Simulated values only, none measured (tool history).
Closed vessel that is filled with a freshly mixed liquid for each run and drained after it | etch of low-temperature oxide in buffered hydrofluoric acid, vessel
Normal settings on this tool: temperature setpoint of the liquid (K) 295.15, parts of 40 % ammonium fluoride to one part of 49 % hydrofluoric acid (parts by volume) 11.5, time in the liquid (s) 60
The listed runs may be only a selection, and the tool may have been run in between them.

| run | hour | temperature setpoint of the liquid (K) | parts of 40 % ammonium fluoride to one part of 49 % hydrofluoric acid (parts by volume) | time in the liquid (s) | read-back film thickness of the low-temperature oxide reference wafer, read on the same gauge (nm) | thickness taken off the low-temperature oxide on a monitor wafer (nm) |
|---|---|---|---|---|---|---|
| 1 | 0.0 | 292.15 | 11.5 | 60 | 99.95 | 146.69 |
| 2 | 20.6 | 292.15 | 11.5 | 60 | 99.99 | 147.16 |
| 3 | 40.5 | 292.15 | 11.5 | 60 | 100.02 | 145.84 |
| 4 | 55.8 | 295.15 | 11.5 | 40 | 99.98 | 115.09 |
| 5 | 90.6 | 295.15 | 13.5 | 60 | 100.00 | 148.07 |
| 6 | 123.9 | 295.15 | 11.5 | 80 | 100.00 | 229.81 |
| 7 | 144.7 | 295.15 | 11.5 | 80 | 100.03 | 229.38 |
| 8 | 165.8 | 291.65 | 11.5 | 60 | 100.01 | 142.96 |
| 9 | 200.6 | 299.15 | 11.5 | 60 | 100.00 | 215.86 |
| 10 | 222.9 | 297.65 | 9.5 | 90 | 100.00 | 352.56 |
| 11 | 249.0 | 292.65 | 10.0 | 45 | 99.99 | 130.09 |
| 12 | 279.0 | 295.15 | 11.5 | 60 | 100.02 | 173.32 |
| 13 | 295.6 | 293.65 | 14.0 | 60 | 99.98 | 131.58 |
| 14 | 327.1 | 291.65 | 15.5 | 30 | 100.01 | 52.74 |

Not shown here: 3 entries made in the log between runs. Locate each between two listed runs and compare the hidden state at the listed run before it with the hidden state at the listed run after it:
Logged between run 5 and run 6: thermometer replaced (hour 118.2)
  both runs share identical hidden conditions
Logged between run 7 and run 8: gauge calibrated (hour 150.6)
  both runs share identical hidden conditions
Logged between run 8 and run 9: hydrofluoric acid flow meter replaced (hour 187.1)
  both runs share identical hidden conditions

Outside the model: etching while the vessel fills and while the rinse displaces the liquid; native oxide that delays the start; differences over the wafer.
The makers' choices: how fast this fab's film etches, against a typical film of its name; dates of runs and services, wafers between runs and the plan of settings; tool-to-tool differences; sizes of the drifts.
